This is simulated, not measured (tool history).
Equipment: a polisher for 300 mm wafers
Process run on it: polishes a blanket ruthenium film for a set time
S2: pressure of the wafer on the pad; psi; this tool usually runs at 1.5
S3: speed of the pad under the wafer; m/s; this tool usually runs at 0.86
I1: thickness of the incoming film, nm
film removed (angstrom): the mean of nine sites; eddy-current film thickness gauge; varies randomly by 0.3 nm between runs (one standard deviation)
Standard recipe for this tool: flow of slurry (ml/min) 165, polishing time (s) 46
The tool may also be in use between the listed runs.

run 1 hour=0.0 | flow_of_slurry_(ml/min)=165 S2=1.5 S3=0.86 polishing_time_(s)=42 | I1=289.7 | film_removed_(angstrom)=262
-- hour=5.2 worn pad replaced by a new one
run 2 hour=12.1 | flow_of_slurry_(ml/min)=165 S2=1.5 S3=0.64 polishing_time_(s)=46 | I1=290.1 | film_removed_(angstrom)=230
run 3 hour=23.5 | flow_of_slurry_(ml/min)=165 S2=1.5 S3=0.64 polishing_time_(s)=46 | I1=287.3 | film_removed_(angstrom)=226
run 4 hour=32.3 | flow_of_slurry_(ml/min)=165 S2=1.5 S3=0.64 polishing_time_(s)=46 | I1=284.0 | film_removed_(angstrom)=227
run 5 hour=46.7 | flow_of_slurry_(ml/min)=165 S2=1.5 S3=0.68 polishing_time_(s)=46 | I1=288.1 | film_removed_(angstrom)=238
run 6 hour=58.9 | flow_of_slurry_(ml/min)=165 S2=1.5 S3=0.68 polishing_time_(s)=46 | I1=290.0 | film_removed_(angstrom)=238
run 7 hour=92.3 | flow_of_slurry_(ml/min)=165 S2=1.5 S3=0.68 polishing_time_(s)=46 | I1=284.4 | film_removed_(angstrom)=239
-- hour=103.0 worn pad replaced by a new one
run 8 hour=107.9 | flow_of_slurry_(ml/min)=165 S2=1.5 S3=0.86 polishing_time_(s)=46 | I1=290.7 | film_removed_(angstrom)=285
run 9 hour=124.0 | flow_of_slurry_(ml/min)=165 S2=1.5 S3=0.86 polishing_time_(s)=46 | I1=292.1 | film_removed_(angstrom)=286
run 10 hour=130.2 | flow_of_slurry_(ml/min)=165 S2=1.5 S3=0.86 polishing_time_(s)=46 | I1=285.5 | film_removed_(angstrom)=295
run 11 hour=141.9 | flow_of_slurry_(ml/min)=165 S2=1.7 S3=0.86 polishing_time_(s)=52 | I1=289.4 | film_removed_(angstrom)=362
run 12 hour=155.7 | flow_of_slurry_(ml/min)=165 S2=1.7 S3=0.86 polishing_time_(s)=52 | I1=287.1 | film_removed_(angstrom)=366
run 13 hour=167.5 | flow_of_slurry_(ml/min)=165 S2=1.5 S3=0.86 polishing_time_(s)=46 | I1=289.6 | film_removed_(angstrom)=289
run 14 hour=177.8 | flow_of_slurry_(ml/min)=165 S2=1.5 S3=0.86 polishing_time_(s)=46 | I1=293.5 | film_removed_(angstrom)=287
-- hour=187.6 worn pad replaced by a new one
run 15 hour=190.3 | flow_of_slurry_(ml/min)=165 S2=1.9 S3=0.86 polishing_time_(s)=46 | I1=286.8 | film_removed_(angstrom)=353
run 16 hour=198.7 | flow_of_slurry_(ml/min)=125 S2=1.5 S3=0.86 polishing_time_(s)=46 | I1=286.2 | film_removed_(angstrom)=276
run 17 hour=210.7 | flow_of_slurry_(ml/min)=125 S2=1.5 S3=0.86 polishing_time_(s)=46 | I1=288.6 | film_removed_(angstrom)=272
run 18 hour=222.3 | flow_of_slurry_(ml/min)=165 S2=1.5 S3=0.86 polishing_time_(s)=61 | I1=289.0 | film_removed_(angstrom)=382
run 19 hour=237.3 | flow_of_slurry_(ml/min)=165 S2=1.5 S3=0.86 polishing_time_(s)=46 | I1=292.5 | film_removed_(angstrom)=284
-- hour=242.2 slurry nozzle cleaned
run 20 hour=246.5 | flow_of_slurry_(ml/min)=165 S2=1.5 S3=0.86 polishing_time_(s)=59 | I1=286.9 | film_removed_(angstrom)=369
run 21 hour=259.7 | flow_of_slurry_(ml/min)=165 S2=1.5 S3=0.86 polishing_time_(s)=61 | I1=287.1 | film_removed_(angstrom)=379
-- hour=272.7 head pressure recalibrated
-- hour=277.0 worn pad replaced by a new one
run 22 hour=277.5 | flow_of_slurry_(ml/min)=165 S2=1.5 S3=0.86 polishing_time_(s)=34 | I1=289.6 | film_removed_(angstrom)=215
run 23 hour=292.5 | flow_of_slurry_(ml/min)=165 S2=1.5 S3=0.60 polishing_time_(s)=46 | I1=295.6 | film_removed_(angstrom)=216
run 24 hour=303.1 | flow_of_slurry_(ml/min)=220 S2=1.9 S3=0.94 polishing_time_(s)=41 | I1=295.9 | film_removed_(angstrom)=353
run 25 hour=319.8 | flow_of_slurry_(ml/min)=165 S2=1.8 S3=0.86 polishing_time_(s)=46 | I1=291.1 | film_removed_(angstrom)=337
run 26 hour=335.9 | flow_of_slurry_(ml/min)=130 S2=1.5 S3=0.86 polishing_time_(s)=36 | I1=290.9 | film_removed_(angstrom)=218
run 27 hour=351.2 | flow_of_slurry_(ml/min)=165 S2=1.8 S3=0.86 polishing_time_(s)=40 | I1=286.1 | film_removed_(angstrom)=302
run 28 hour=361.1 | flow_of_slurry_(ml/min)=205 S2=1.3 S3=0.86 polishing_time_(s)=41 | I1=292.8 | film_removed_(angstrom)=233
-- hour=372.8 worn pad replaced by a new one
run 29 hour=373.3 | flow_of_slurry_(ml/min)=165 S2=1.5 S3=0.96 polishing_time_(s)=52 | I1=287.1 | film_removed_(angstrom)=359
run 30 hour=384.8 | flow_of_slurry_(ml/min)=185 S2=1.5 S3=0.60 polishing_time_(s)=46 | I1=283.8 | film_removed_(angstrom)=221
run 31 hour=397.1 | flow_of_slurry_(ml/min)=165 S2=1.5 S3=0.86 polishing_time_(s)=46 | I1=289.2 | film_removed_(angstrom)=287
run 32 hour=410.5 | flow_of_slurry_(ml/min)=165 S2=1.5 S3=0.68 polishing_time_(s)=46 | I1=293.8 | film_removed_(angstrom)=237
run 33 hour=444.7 | flow_of_slurry_(ml/min)=205 S2=1.3 S3=0.86 polishing_time_(s)=41 | I1=287.0 | film_removed_(angstrom)=232
run 34 hour=452.0 | flow_of_slurry_(ml/min)=165 S2=1.5 S3=0.86 polishing_time_(s)=46 | I1=293.3 | film_removed_(angstrom)=289
-- hour=466.6 worn pad replaced by a new one
run 35 hour=468.7 | flow_of_slurry_(ml/min)=140 S2=1.5 S3=0.78 polishing_time_(s)=41 | I1=289.2 | film_removed_(angstrom)=234

What if the next run were any one of these 4? Each begins from the tool's condition after run 35:
run A hour=469.1 | flow_of_slurry_(ml/min)=165 S2=1.5 S3=0.86 polishing_time_(s)=46 | I1=286.7 | film_removed_(angstrom)=?
run B hour=469.1 | flow_of_slurry_(ml/min)=130 S2=1.5 S3=0.86 polishing_time_(s)=46 | I1=286.7 | film_removed_(angstrom)=?
run C hour=469.1 | flow_of_slurry_(ml/min)=165 S2=1.5 S3=0.86 polishing_time_(s)=56 | I1=286.7 | film_removed_(angstrom)=?
run D hour=469.1 | flow_of_slurry_(ml/min)=140 S2=1.5 S3=0.86 polishing_time_(s)=46 | I1=286.7 | film_removed_(angstrom)=?

run=A film_removed_(angstrom)=289
run=B film_removed_(angstrom)=276
run=C film_removed_(angstrom)=352
run=D film_removed_(angstrom)=280
Had the tool no hidden state, the same runs would have come out as:
run=A film_removed_(angstrom)=289
run=B film_removed_(angstrom)=276
run=C film_removed_(angstrom)=352
run=D film_removed_(angstrom)=280
